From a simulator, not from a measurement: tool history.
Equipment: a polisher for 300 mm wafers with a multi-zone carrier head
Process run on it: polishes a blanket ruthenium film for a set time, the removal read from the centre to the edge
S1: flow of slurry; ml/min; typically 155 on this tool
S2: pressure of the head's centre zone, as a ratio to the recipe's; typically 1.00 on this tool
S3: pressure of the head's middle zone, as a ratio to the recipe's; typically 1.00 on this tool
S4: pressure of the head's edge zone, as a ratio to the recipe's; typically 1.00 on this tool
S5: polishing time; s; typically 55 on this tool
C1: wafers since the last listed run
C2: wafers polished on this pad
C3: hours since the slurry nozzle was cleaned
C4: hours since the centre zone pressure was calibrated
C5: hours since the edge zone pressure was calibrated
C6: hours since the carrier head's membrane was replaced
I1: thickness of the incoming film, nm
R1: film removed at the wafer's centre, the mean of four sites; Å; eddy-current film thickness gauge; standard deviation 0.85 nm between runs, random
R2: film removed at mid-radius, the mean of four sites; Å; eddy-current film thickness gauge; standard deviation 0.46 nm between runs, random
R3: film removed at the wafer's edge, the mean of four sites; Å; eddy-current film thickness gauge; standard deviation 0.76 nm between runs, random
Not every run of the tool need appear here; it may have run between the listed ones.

Run 1, hour 0.0: usual settings; C1 0; C2 3; C3 72.3; C4 176.4; C5 647.3; C6 176.3; I1 600.4. Result: R1 603 Å, R2 615 Å, R3 612 Å.
Run 2, hour 24.1: usual settings but S2 0.89; C1 167; C2 170; C3 96.4; C4 200.5; C5 671.4; C6 200.4; I1 594.7. Result: R1 517 Å, R2 596 Å, R3 584 Å.
Run 3, hour 57.1: usual settings but S4 1.10; C1 229; C2 400; C3 129.4; C4 233.5; C5 704.4; C6 233.4; I1 588.1. Result: R1 572 Å, R2 580 Å, R3 602 Å.
Run 4, hour 93.1: usual settings but S1 210 ml/min, S2 1.03, S4 1.04, S5 47 s; C1 250; C2 651; C3 165.4; C4 269.5; C5 740.4; C6 269.4; I1 592.2. Result: R1 508 Å, R2 507 Å, R3 506 Å.
Run 5, hour 119.6: usual settings but S2 0.92, S3 0.88, S5 68 s; C1 184; C2 835; C3 191.9; C4 296.0; C5 766.9; C6 295.9; I1 587.9. Result: R1 629 Å, R2 632 Å, R3 691 Å.
At hour 124.0: slurry nozzle cleaned.
Run 6, hour 135.9: usual settings; C1 106; C2 941; C3 11.9; C4 312.3; C5 783.2; C6 312.2; I1 596.5. Result: R1 557 Å, R2 565 Å, R3 565 Å.
Run 7, hour 165.7: usual settings but S1 110 ml/min, S2 1.03, S3 1.10, S4 1.10; C1 207; C2 1149; C3 41.7; C4 342.1; C5 813.0; C6 342.0; I1 594.3. Result: R1 549 Å, R2 584 Å, R3 587 Å.
At hour 176.6: worn pad replaced by a new one.
Run 8, hour 189.5: usual settings but S2 0.94, S3 0.91, S4 1.06; C1 137; C2 89; C3 65.5; C4 365.9; C5 836.8; C6 365.8; I1 578.5. Result: R1 559 Å, R2 556 Å, R3 620 Å.
At hour 193.4: edge zone pressure recalibrated.
Run 9, hour 205.2: usual settings but S4 0.92; C1 95; C2 185; C3 81.2; C4 381.6; C5 11.8; C6 381.5; I1 598.0. Result: R1 568 Å, R2 604 Å, R3 573 Å.
Run 10, hour 218.8: usual settings but S3 0.95, S4 0.91, S5 71 s; C1 94; C2 279; C3 94.8; C4 395.2; C5 25.4; C6 395.1; I1 582.9. Result: R1 745 Å, R2 739 Å, R3 725 Å.
Run 11, hour 254.5: usual settings but S1 205 ml/min, S2 1.09, S3 0.95, S4 1.09; C1 248; C2 528; C3 130.5; C4 430.9; C5 61.1; C6 430.8; I1 589.1. Result: R1 642 Å, R2 565 Å, R3 615 Å.
Run 12, hour 270.6: usual settings; C1 112; C2 640; C3 146.6; C4 447.0; C5 77.2; C6 446.9; I1 585.0. Result: R1 556 Å, R2 568 Å, R3 572 Å.
Run 13, hour 294.8: usual settings; C1 168; C2 808; C3 170.8; C4 471.2; C5 101.4; C6 471.1; I1 591.9. Result: R1 550 Å, R2 577 Å, R3 569 Å.
Run 14, hour 319.0: usual settings; C1 168; C2 977; C3 195.0; C4 495.4; C5 125.6; C6 495.3; I1 592.7. Result: R1 556 Å, R2 562 Å, R3 559 Å.
At hour 336.5: slurry nozzle cleaned.
Run 15, hour 337.0: usual settings but S1 115 ml/min, S4 0.90, S5 68 s; C1 118; C2 1095; C3 0.5; C4 513.4; C5 143.6; C6 513.3; I1 599.4. Result: R1 666 Å, R2 673 Å, R3 636 Å.
At hour 356.0: centre zone pressure recalibrated.
Run 16, hour 360.8: usual settings; C1 151; C2 1247; C3 24.3; C4 4.8; C5 167.4; C6 537.1; I1 594.4. Result: R1 542 Å, R2 552 Å, R3 574 Å.
At hour 371.6: worn pad replaced by a new one.
Run 17, hour 390.6: usual settings but S1 120 ml/min; C1 179; C2 131; C3 54.1; C4 34.6; C5 197.2; C6 566.9; I1 590.4. Result: R1 563 Å, R2 577 Å, R3 579 Å.
Run 18, hour 406.4: usual settings but S1 125 ml/min; C1 109; C2 241; C3 69.9; C4 50.4; C5 213.0; C6 582.7; I1 586.2. Result: R1 562 Å, R2 566 Å, R3 567 Å.
Run 19, hour 429.0: usual settings but S2 0.97; C1 157; C2 399; C3 92.5; C4 73.0; C5 235.6; C6 605.3; I1 586.0. Result: R1 547 Å, R2 577 Å, R3 567 Å.
Run 20, hour 441.2: usual settings but S2 0.90; C1 84; C2 483; C3 104.7; C4 85.2; C5 247.8; C6 617.5; I1 587.1. Result: R1 503 Å, R2 570 Å, R3 574 Å.
Run 21, hour 457.5: usual settings but S1 130 ml/min, S2 0.93, S3 1.10, S4 1.04; C1 113; C2 597; C3 121.0; C4 101.5; C5 264.1; C6 633.8; I1 590.8. Result: R1 499 Å, R2 603 Å, R3 563 Å.

Forecast each of these 5 alternatives for the next run:
Run A, hour 457.9: usual settings; C1 2; C2 600; C3 121.4; C4 101.9; C5 264.5; C6 634.2; I1 588.9. Result: R1 ?, R2 ?, R3 ?.
Run B, hour 457.9: usual settings but S1 120 ml/min, S2 1.06, S3 0.93; C1 2; C2 600; C3 121.4; C4 101.9; C5 264.5; C6 634.2; I1 588.9. Result: R1 ?, R2 ?, R3 ?.
Run C, hour 457.9: usual settings but S2 1.05, S3 0.96; C1 2; C2 600; C3 121.4; C4 101.9; C5 264.5; C6 634.2; I1 588.9. Result: R1 ?, R2 ?, R3 ?.
Run D, hour 457.9: usual settings but S4 0.90; C1 2; C2 600; C3 121.4; C4 101.9; C5 264.5; C6 634.2; I1 588.9. Result: R1 ?, R2 ?, R3 ?.
Run E, hour 457.9: usual settings but S3 0.92, S4 1.07; C1 2; C2 600; C3 121.4; C4 101.9; C5 264.5; C6 634.2; I1 588.9. Result: R1 ?, R2 ?, R3 ?.

run   R1   R2   R3
  A  540  575  565
  B  554  526  554
  C  567  556  565
  D  540  575  537
  E  540  536  584
Take away the tool's hidden state, keep each run's random variation, and the runs would have read:
run   R1   R2   R3
  A  590  628  617
  B  605  574  605
  C  620  607  617
  D  590  628  587
  E  590  586  638

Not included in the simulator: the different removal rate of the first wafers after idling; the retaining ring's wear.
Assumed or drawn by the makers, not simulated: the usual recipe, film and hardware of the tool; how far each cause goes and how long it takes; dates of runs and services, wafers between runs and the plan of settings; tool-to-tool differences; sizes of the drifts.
